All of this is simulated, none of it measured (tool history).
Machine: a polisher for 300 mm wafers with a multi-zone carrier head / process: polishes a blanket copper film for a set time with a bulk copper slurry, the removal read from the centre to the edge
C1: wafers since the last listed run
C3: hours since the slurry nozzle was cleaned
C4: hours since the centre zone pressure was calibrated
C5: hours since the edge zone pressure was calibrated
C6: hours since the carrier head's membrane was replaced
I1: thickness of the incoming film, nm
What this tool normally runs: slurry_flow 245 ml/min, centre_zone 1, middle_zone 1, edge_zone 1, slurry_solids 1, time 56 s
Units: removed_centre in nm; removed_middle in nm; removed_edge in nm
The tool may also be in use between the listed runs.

{"run": 1, "hour": 0.0, "slurry_flow": 245, "centre_zone": 1, "middle_zone": 1, "edge_zone": 1, "slurry_solids": 1, "time": 56, "C1": 0, "wafers polished on this pad": 555, "C3": 447.2, "C4": 153.3, "C5": 352.8, "C6": 114.2, "I1": 2628.4, "removed_centre": 452.4, "removed_middle": 441.4, "removed_edge": 443.9}
{"run": 2, "hour": 100.4, "slurry_flow": 245, "centre_zone": 1, "middle_zone": 1, "edge_zone": 1, "slurry_solids": 1, "time": 56, "C1": 911, "wafers polished on this pad": 1467, "C3": 547.6, "C4": 253.7, "C5": 453.2, "C6": 214.6, "I1": 2571.1, "removed_centre": 457, "removed_middle": 451.1, "removed_edge": 441.7}
{"hour": 105.4, "done": "slurry nozzle cleaned"}
{"run": 3, "hour": 204.2, "slurry_flow": 245, "centre_zone": 1, "middle_zone": 1, "edge_zone": 1, "slurry_solids": 1, "time": 56, "C1": 933, "wafers polished on this pad": 2401, "C3": 98.8, "C4": 357.5, "C5": 557, "C6": 318.4, "I1": 2556.3, "removed_centre": 468.6, "removed_middle": 448.8, "removed_edge": 443.4}
{"hour": 256.5, "done": "worn pad replaced by a new one"}
{"hour": 286.9, "done": "centre zone pressure recalibrated"}
{"run": 4, "hour": 302.2, "slurry_flow": 245, "centre_zone": 1, "middle_zone": 1, "edge_zone": 1, "slurry_solids": 1, "time": 56, "C1": 835, "wafers polished on this pad": 396, "C3": 196.8, "C4": 15.3, "C5": 655, "C6": 416.4, "I1": 2616.2, "removed_centre": 434.4, "removed_middle": 458.8, "removed_edge": 446}
{"hour": 546.9, "done": "carrier head's membrane replaced by a new one"}
{"hour": 590.6, "done": "worn pad replaced by a new one"}
{"run": 5, "hour": 619.8, "slurry_flow": 245, "centre_zone": 1, "middle_zone": 1, "edge_zone": 1, "slurry_solids": 1, "time": 56, "C1": 2803, "wafers polished on this pad": 264, "C3": 514.4, "C4": 332.9, "C5": 972.6, "C6": 72.9, "I1": 2618.6, "removed_centre": 470.3, "removed_middle": 453.5, "removed_edge": 444.1}
{"hour": 639.3, "done": "centre zone pressure recalibrated"}
{"hour": 666.3, "done": "slurry nozzle cleaned"}
{"run": 6, "hour": 697.9, "slurry_flow": 245, "centre_zone": 0.95, "middle_zone": 1, "edge_zone": 1, "slurry_solids": 1, "time": 56, "C1": 682, "wafers polished on this pad": 947, "C3": 31.6, "C4": 58.6, "C5": 1050.7, "C6": 151, "I1": 2581, "removed_centre": 437.2, "removed_middle": 455.1, "removed_edge": 443.9}
{"hour": 703.4, "done": "edge zone pressure recalibrated"}
{"run": 7, "hour": 793.9, "slurry_flow": 245, "centre_zone": 1, "middle_zone": 1, "edge_zone": 1, "slurry_solids": 1, "time": 56, "C1": 853, "wafers polished on this pad": 1800, "C3": 127.6, "C4": 154.6, "C5": 90.5, "C6": 247, "I1": 2624.8, "removed_centre": 456.9, "removed_middle": 456.6, "removed_edge": 448.7}
{"run": 8, "hour": 873.8, "slurry_flow": 245, "centre_zone": 1, "middle_zone": 1, "edge_zone": 1, "slurry_solids": 1, "time": 56, "C1": 725, "wafers polished on this pad": 2526, "C3": 207.5, "C4": 234.5, "C5": 170.4, "C6": 326.9, "I1": 2653.1, "removed_centre": 462.3, "removed_middle": 446.6, "removed_edge": 437.5}
{"hour": 881.1, "done": "worn pad replaced by a new one"}
{"run": 9, "hour": 938.0, "slurry_flow": 320, "centre_zone": 1, "middle_zone": 1.04, "edge_zone": 1.05, "slurry_solids": 1, "time": 73, "C1": 546, "wafers polished on this pad": 516, "C3": 271.7, "C4": 298.7, "C5": 234.6, "C6": 391.1, "I1": 2608.2, "removed_centre": 627.3, "removed_middle": 627.2, "removed_edge": 606.8}
{"run": 10, "hour": 985.5, "slurry_flow": 245, "centre_zone": 1, "middle_zone": 1, "edge_zone": 1, "slurry_solids": 1, "time": 56, "C1": 431, "wafers polished on this pad": 948, "C3": 319.2, "C4": 346.2, "C5": 282.1, "C6": 438.6, "I1": 2590.4, "removed_centre": 474.5, "removed_middle": 455, "removed_edge": 442.2}
{"hour": 1057.4, "done": "centre zone pressure recalibrated"}
{"run": 11, "hour": 1059.6, "slurry_flow": 275, "centre_zone": 1, "middle_zone": 0.94, "edge_zone": 0.9, "slurry_solids": 1, "time": 72, "C1": 654, "wafers polished on this pad": 1603, "C3": 393.3, "C4": 2.2, "C5": 356.2, "C6": 512.7, "I1": 2643.6, "removed_centre": 584.3, "removed_middle": 560.9, "removed_edge": 543.1}
{"run": 12, "hour": 1126.4, "slurry_flow": 245, "centre_zone": 1, "middle_zone": 1, "edge_zone": 0.92, "slurry_solids": 0.85, "time": 43, "C1": 606, "wafers polished on this pad": 2209, "C3": 460.1, "C4": 69, "C5": 423, "C6": 579.5, "I1": 2577.9, "removed_centre": 333.5, "removed_middle": 341.8, "removed_edge": 317.5}
{"hour": 1141.8, "done": "carrier head's membrane replaced by a new one"}
{"hour": 1164.5, "done": "slurry nozzle cleaned"}
{"run": 13, "hour": 1176.7, "slurry_flow": 175, "centre_zone": 0.96, "middle_zone": 1, "edge_zone": 1.1, "slurry_solids": 1, "time": 56, "C1": 402, "wafers polished on this pad": 2612, "C3": 12.2, "C4": 119.3, "C5": 473.3, "C6": 34.9, "I1": 2602.1, "removed_centre": 422.1, "removed_middle": 427.9, "removed_edge": 449.4}
{"hour": 1205.0, "done": "worn pad replaced by a new one"}
{"run": 14, "hour": 1254.7, "slurry_flow": 245, "centre_zone": 1, "middle_zone": 1, "edge_zone": 1, "slurry_solids": 1, "time": 56, "C1": 672, "wafers polished on this pad": 451, "C3": 90.2, "C4": 197.3, "C5": 551.3, "C6": 112.9, "I1": 2572.7, "removed_centre": 465, "removed_middle": 445.5, "removed_edge": 438.7}
{"run": 15, "hour": 1303.5, "slurry_flow": 280, "centre_zone": 0.95, "middle_zone": 1, "edge_zone": 1, "slurry_solids": 1, "time": 56, "C1": 443, "wafers polished on this pad": 894, "C3": 139, "C4": 246.1, "C5": 600.1, "C6": 161.7, "I1": 2597.3, "removed_centre": 450.3, "removed_middle": 453.5, "removed_edge": 455.9}
{"run": 16, "hour": 1410.4, "slurry_flow": 245, "centre_zone": 1, "middle_zone": 0.93, "edge_zone": 1, "slurry_solids": 1, "time": 56, "C1": 971, "wafers polished on this pad": 1865, "C3": 245.9, "C4": 353, "C5": 707, "C6": 268.6, "I1": 2613.9, "removed_centre": 477.4, "removed_middle": 418.9, "removed_edge": 441.9}
{"hour": 1478.0, "done": "centre zone pressure recalibrated"}
{"hour": 1481.9, "done": "worn pad replaced by a new one"}
{"run": 17, "hour": 1502.3, "slurry_flow": 245, "centre_zone": 1, "middle_zone": 1.08, "edge_zone": 1.04, "slurry_solids": 0.85, "time": 56, "C1": 781, "wafers polished on this pad": 185, "C3": 337.8, "C4": 24.3, "C5": 798.9, "C6": 360.5, "I1": 2572.1, "removed_centre": 435.2, "removed_middle": 456.3, "removed_edge": 443.7}

4 options for the next run, each taken on its own from the tool as it stands now. Forecast them:
{"run": "A", "hour": 1502.7, "slurry_flow": 245, "centre_zone": 1, "middle_zone": 1, "edge_zone": 1, "slurry_solids": 1, "time": 56, "C1": 3, "wafers polished on this pad": 189, "C3": 338.2, "C4": 24.7, "C5": 799.3, "C6": 360.9, "I1": 2626.5, "removed_centre": "?", "removed_middle": "?", "removed_edge": "?"}
{"run": "B", "hour": 1502.7, "slurry_flow": 220, "centre_zone": 1, "middle_zone": 0.94, "edge_zone": 0.93, "slurry_solids": 1, "time": 56, "C1": 3, "wafers polished on this pad": 189, "C3": 338.2, "C4": 24.7, "C5": 799.3, "C6": 360.9, "I1": 2626.5, "removed_centre": "?", "removed_middle": "?", "removed_edge": "?"}
{"run": "C", "hour": 1502.7, "slurry_flow": 295, "centre_zone": 1, "middle_zone": 1, "edge_zone": 1, "slurry_solids": 1, "time": 56, "C1": 3, "wafers polished on this pad": 189, "C3": 338.2, "C4": 24.7, "C5": 799.3, "C6": 360.9, "I1": 2626.5, "removed_centre": "?", "removed_middle": "?", "removed_edge": "?"}
{"run": "D", "hour": 1502.7, "slurry_flow": 300, "centre_zone": 1, "middle_zone": 1, "edge_zone": 1, "slurry_solids": 1, "time": 56, "C1": 3, "wafers polished on this pad": 189, "C3": 338.2, "C4": 24.7, "C5": 799.3, "C6": 360.9, "I1": 2626.5, "removed_centre": "?", "removed_middle": "?", "removed_edge": "?"}

run=A removed_centre=448.3 removed_middle=446.1 removed_edge=446.8
run=B removed_centre=442.6 removed_middle=418.8 removed_edge=428.4
run=C removed_centre=457.1 removed_middle=454 removed_edge=452.7
run=D removed_centre=457.8 removed_middle=454.6 removed_edge=453.2
What these runs would have given with no unlogged condition in the tool:
run=A removed_centre=445.6 removed_middle=446.1 removed_edge=446.8
run=B removed_centre=439.9 removed_middle=418.8 removed_edge=428.4
run=C removed_centre=454.4 removed_middle=454 removed_edge=452.7
run=D removed_centre=455.1 removed_middle=454.6 removed_edge=453.2

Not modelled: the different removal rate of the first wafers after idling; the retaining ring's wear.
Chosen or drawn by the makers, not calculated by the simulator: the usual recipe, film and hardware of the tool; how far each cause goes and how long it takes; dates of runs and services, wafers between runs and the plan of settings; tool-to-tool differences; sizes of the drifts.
